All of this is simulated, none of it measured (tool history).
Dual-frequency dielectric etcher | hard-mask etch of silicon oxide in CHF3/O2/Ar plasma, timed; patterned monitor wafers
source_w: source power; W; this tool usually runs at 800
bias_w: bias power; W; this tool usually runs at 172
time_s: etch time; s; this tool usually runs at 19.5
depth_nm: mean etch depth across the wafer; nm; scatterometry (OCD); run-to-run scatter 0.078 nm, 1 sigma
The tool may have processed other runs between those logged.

| run | hour | source_w | bias_w | time_s | wafers since the last listed run | hours since the last wet clean | hours since the last source power generator calibration | hours since the last bias power generator calibration | hours since the last upper electrode change | hours since the gauge calibration | read-back reference wafer on the same gauge, depth_nm | depth_nm |
|---|---|---|---|---|---|---|---|---|---|---|---|---|
| 1 | 0 | 640 | 172 | 19.5 | 0 | 84.6 | 2066.7 | 1560.2 | 4080.5 | 441.4 | 33.09 | 39.03 |
| 2 | 56.5 | 640 | 172 | 19.5 | 661 | 141.1 | 2123.2 | 1616.7 | 4137 | 497.9 | 33.12 | 39.24 |
| 3 | 120.7 | 640 | 172 | 19.5 | 751 | 205.3 | 2187.4 | 1680.9 | 4201.2 | 562.1 | 33.09 | 39.21 |
| 4 | 158.4 | 800 | 153 | 19.5 | 441 | 243 | 2225.1 | 1718.6 | 4238.9 | 599.8 | 33.12 | 40 |
| 5 | 228.8 | 800 | 153 | 19.5 | 824 | 313.4 | 2295.5 | 1789 | 4309.3 | 670.2 | 33.1 | 40.17 |
| 6 | 294.4 | 800 | 185 | 15 | 768 | 379 | 2361.1 | 1854.6 | 4374.9 | 735.8 | 33.12 | 33.32 |
|  | 332.6 | gauge calibrated |
|  | 379.1 | wet clean of the chamber |
| 7 | 379.6 | 800 | 185 | 15 | 716 | 0.5 | 2446.3 | 1939.8 | 4460.1 | 47 | 33.11 | 33.2 |
| 8 | 419.2 | 800 | 185 | 15 | 463 | 40.1 | 2485.9 | 1979.4 | 4499.7 | 86.6 | 33.1 | 33.35 |
|  | 459.6 | source power generator calibrated |
| 9 | 463.4 | 800 | 172 | 14.5 | 470 | 84.3 | 3.8 | 2023.6 | 4543.9 | 130.8 | 33.09 | 30.67 |
| 10 | 514.4 | 800 | 172 | 14.5 | 597 | 135.3 | 54.8 | 2074.6 | 4594.9 | 181.8 | 33.09 | 30.71 |
| 11 | 564 | 800 | 151 | 14.5 | 580 | 184.9 | 104.4 | 2124.2 | 4644.5 | 231.4 | 33.09 | 29.16 |
| 12 | 622.7 | 670 | 197 | 15.5 | 687 | 243.6 | 163.1 | 2182.9 | 4703.2 | 290.1 | 33.1 | 32.9 |
|  | 689.5 | upper electrode replaced |
| 13 | 690 | 800 | 172 | 25 | 507 | 310.9 | 230.4 | 2250.2 | 0.5 | 357.4 | 33.09 | 53.03 |
|  | 747.1 | wet clean of the chamber |
| 14 | 747.6 | 800 | 172 | 19.5 | 393 | 0.5 | 288 | 2307.8 | 58.1 | 415 | 33.11 | 41.19 |
| 15 | 815.2 | 800 | 208 | 14.5 | 791 | 68.1 | 355.6 | 2375.4 | 125.7 | 482.6 | 33.12 | 32.96 |
| 16 | 851.4 | 630 | 155 | 17 | 423 | 104.3 | 391.8 | 2411.6 | 161.9 | 518.8 | 33.09 | 32 |
|  | 862.4 | bias power generator calibrated |
| 17 | 878.2 | 930 | 211 | 19.5 | 267 | 131.1 | 418.6 | 15.8 | 188.7 | 545.6 | 33.11 | 46.79 |
| 18 | 948.7 | 670 | 140 | 19.5 | 825 | 201.6 | 489.1 | 86.3 | 259.2 | 616.1 | 33.1 | 36.12 |
| 19 | 984.6 | 800 | 172 | 19.5 | 420 | 237.5 | 525 | 122.2 | 295.1 | 652 | 33.09 | 41.26 |
| 20 | 1030.2 | 850 | 130 | 19.5 | 534 | 283.1 | 570.6 | 167.8 | 340.7 | 697.6 | 33.1 | 37.84 |
|  | 1067 | gauge calibrated |
| 21 | 1101.7 | 640 | 211 | 23 | 837 | 354.6 | 642.1 | 239.3 | 412.2 | 34.7 | 33.1 | 49.59 |

Each row is a separate what-if for the run after 21, all from the same tool condition, not one after another. Results?
| A | 1102.1 | 980 | 172 | 19.5 | 4 | 355 | 642.5 | 239.7 | 412.6 | 35.1 | ? | ? |
| B | 1102.1 | 800 | 188 | 14 | 4 | 355 | 642.5 | 239.7 | 412.6 | 35.1 | ? | ? |
| C | 1102.1 | 890 | 141 | 21.5 | 4 | 355 | 642.5 | 239.7 | 412.6 | 35.1 | ? | ? |
| D | 1102.1 | 800 | 172 | 13.5 | 4 | 355 | 642.5 | 239.7 | 412.6 | 35.1 | ? | ? |
| E | 1102.1 | 800 | 189 | 23.5 | 4 | 355 | 642.5 | 239.7 | 412.6 | 35.1 | ? | ? |

| run | read-back reference wafer on the same gauge, depth_nm | depth_nm |
|---|---|---|
| A | 33.08 | 44.19 |
| B | 33.08 | 30.81 |
| C | 33.08 | 43.74 |
| D | 33.08 | 28.69 |
| E | 33.08 | 51.83 |
With no hidden state in the tool, these same runs would have given:
| run | depth_nm |
|---|---|
| A | 43.84 |
| B | 30.58 |
| C | 43.4 |
| D | 28.47 |
| E | 51.43 |
